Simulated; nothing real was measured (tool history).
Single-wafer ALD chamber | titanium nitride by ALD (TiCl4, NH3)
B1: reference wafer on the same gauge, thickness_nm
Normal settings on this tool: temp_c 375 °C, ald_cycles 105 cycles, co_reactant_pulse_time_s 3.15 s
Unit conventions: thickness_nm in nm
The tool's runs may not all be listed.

{"run": 1, "day": 0.0, "temp_c": 375, "ald_cycles": 105, "co_reactant_pulse_time_s": 3.15, "B1": 2.207, "thickness_nm": 2.139}
{"run": 2, "day": 2.775, "temp_c": 375, "ald_cycles": 105, "co_reactant_pulse_time_s": 3.41, "B1": 2.206, "thickness_nm": 2.143}
{"run": 3, "day": 4.996, "temp_c": 375, "ald_cycles": 105, "co_reactant_pulse_time_s": 3.41, "B1": 2.207, "thickness_nm": 2.139}
{"run": 4, "day": 7.329, "temp_c": 375, "ald_cycles": 105, "co_reactant_pulse_time_s": 3.15, "B1": 2.209, "thickness_nm": 2.133}
{"run": 5, "day": 8.975, "temp_c": 382, "ald_cycles": 105, "co_reactant_pulse_time_s": 3.15, "B1": 2.208, "thickness_nm": 2.138}
{"run": 6, "day": 11.733, "temp_c": 382, "ald_cycles": 105, "co_reactant_pulse_time_s": 3.15, "B1": 2.21, "thickness_nm": 2.144}
{"run": 7, "day": 13.846, "temp_c": 375, "ald_cycles": 105, "co_reactant_pulse_time_s": 2.68, "B1": 2.212, "thickness_nm": 2.115}
{"run": 8, "day": 16.367, "temp_c": 375, "ald_cycles": 105, "co_reactant_pulse_time_s": 2.68, "B1": 2.212, "thickness_nm": 2.11}
{"run": 9, "day": 18.638, "temp_c": 375, "ald_cycles": 105, "co_reactant_pulse_time_s": 2.68, "B1": 2.212, "thickness_nm": 2.11}
{"run": 10, "day": 20.529, "temp_c": 366, "ald_cycles": 94, "co_reactant_pulse_time_s": 3.15, "B1": 2.212, "thickness_nm": 1.891}
{"run": 11, "day": 23.058, "temp_c": 366, "ald_cycles": 94, "co_reactant_pulse_time_s": 3.15, "B1": 2.215, "thickness_nm": 1.895}
{"run": 12, "day": 25.358, "temp_c": 375, "ald_cycles": 105, "co_reactant_pulse_time_s": 3.15, "B1": 2.214, "thickness_nm": 2.143}
{"run": 13, "day": 27.529, "temp_c": 375, "ald_cycles": 105, "co_reactant_pulse_time_s": 3.15, "B1": 2.216, "thickness_nm": 2.143}
{"run": 14, "day": 29.321, "temp_c": 375, "ald_cycles": 105, "co_reactant_pulse_time_s": 3.15, "B1": 2.216, "thickness_nm": 2.14}
{"run": 15, "day": 30.804, "temp_c": 375, "ald_cycles": 105, "co_reactant_pulse_time_s": 3.15, "B1": 2.217, "thickness_nm": 2.137}
{"run": 16, "day": 32.1, "temp_c": 375, "ald_cycles": 105, "co_reactant_pulse_time_s": 3.15, "B1": 2.218, "thickness_nm": 2.156}
{"run": 17, "day": 33.867, "temp_c": 375, "ald_cycles": 105, "co_reactant_pulse_time_s": 3.15, "B1": 2.218, "thickness_nm": 2.144}
{"day": 34.288, "done": "gauge calibrated"}
{"run": 18, "day": 36.312, "temp_c": 375, "ald_cycles": 105, "co_reactant_pulse_time_s": 3.15, "B1": 2.189, "thickness_nm": 2.119}
{"day": 36.8, "done": "thermocouple changed; heater temperature recalibrated"}
{"run": 19, "day": 37.892, "temp_c": 362, "ald_cycles": 112, "co_reactant_pulse_time_s": 3.15, "B1": 2.189, "thickness_nm": 2.214}
{"run": 20, "day": 40.292, "temp_c": 375, "ald_cycles": 105, "co_reactant_pulse_time_s": 3.15, "B1": 2.191, "thickness_nm": 2.127}
{"run": 21, "day": 42.996, "temp_c": 375, "ald_cycles": 117, "co_reactant_pulse_time_s": 3.15, "B1": 2.192, "thickness_nm": 2.369}
{"run": 22, "day": 48.942, "temp_c": 361, "ald_cycles": 105, "co_reactant_pulse_time_s": 4.27, "B1": 2.194, "thickness_nm": 2.128}
{"run": 23, "day": 51.275, "temp_c": 375, "ald_cycles": 105, "co_reactant_pulse_time_s": 4.28, "B1": 2.195, "thickness_nm": 2.156}
{"run": 24, "day": 53.754, "temp_c": 368, "ald_cycles": 115, "co_reactant_pulse_time_s": 2.83, "B1": 2.196, "thickness_nm": 2.282}
{"run": 25, "day": 56.525, "temp_c": 362, "ald_cycles": 113, "co_reactant_pulse_time_s": 3.92, "B1": 2.197, "thickness_nm": 2.282}
{"day": 58.246, "done": "showerhead replaced"}
{"run": 26, "day": 59.171, "temp_c": 375, "ald_cycles": 105, "co_reactant_pulse_time_s": 3.15, "B1": 2.199, "thickness_nm": 2.129}
{"run": 27, "day": 61.462, "temp_c": 381, "ald_cycles": 118, "co_reactant_pulse_time_s": 2.25, "B1": 2.2, "thickness_nm": 2.348}
{"run": 28, "day": 63.988, "temp_c": 375, "ald_cycles": 92, "co_reactant_pulse_time_s": 4.3, "B1": 2.2, "thickness_nm": 1.899}
{"run": 29, "day": 66.462, "temp_c": 375, "ald_cycles": 94, "co_reactant_pulse_time_s": 3.15, "B1": 2.201, "thickness_nm": 1.898}
{"run": 30, "day": 68.7, "temp_c": 375, "ald_cycles": 105, "co_reactant_pulse_time_s": 3.15, "B1": 2.202, "thickness_nm": 2.129}
{"run": 31, "day": 70.358, "temp_c": 388, "ald_cycles": 105, "co_reactant_pulse_time_s": 3.15, "B1": 2.204, "thickness_nm": 2.159}
{"run": 32, "day": 76.583, "temp_c": 380, "ald_cycles": 121, "co_reactant_pulse_time_s": 2.1, "B1": 2.206, "thickness_nm": 2.382}
{"run": 33, "day": 78.175, "temp_c": 363, "ald_cycles": 124, "co_reactant_pulse_time_s": 4.19, "B1": 2.207, "thickness_nm": 2.527}
{"run": 34, "day": 80.588, "temp_c": 375, "ald_cycles": 99, "co_reactant_pulse_time_s": 2.36, "B1": 2.206, "thickness_nm": 1.969}

Here are 3 independent what-if runs from the current tool condition. What would each one return?
{"run": "A", "day": 80.617, "temp_c": 389, "ald_cycles": 105, "co_reactant_pulse_time_s": 3.15, "B1": "?", "thickness_nm": "?"}
{"run": "B", "day": 80.617, "temp_c": 390, "ald_cycles": 105, "co_reactant_pulse_time_s": 3.15, "B1": "?", "thickness_nm": "?"}
{"run": "C", "day": 80.617, "temp_c": 366, "ald_cycles": 92, "co_reactant_pulse_time_s": 2.04, "B1": "?", "thickness_nm": "?"}

run=A B1=2.207 thickness_nm=2.156
run=B B1=2.207 thickness_nm=2.157
run=C B1=2.207 thickness_nm=1.763
Stripped of hidden state, with their random variation kept, the same runs would have yielded:
run=A thickness_nm=2.139
run=B thickness_nm=2.141
run=C thickness_nm=1.749

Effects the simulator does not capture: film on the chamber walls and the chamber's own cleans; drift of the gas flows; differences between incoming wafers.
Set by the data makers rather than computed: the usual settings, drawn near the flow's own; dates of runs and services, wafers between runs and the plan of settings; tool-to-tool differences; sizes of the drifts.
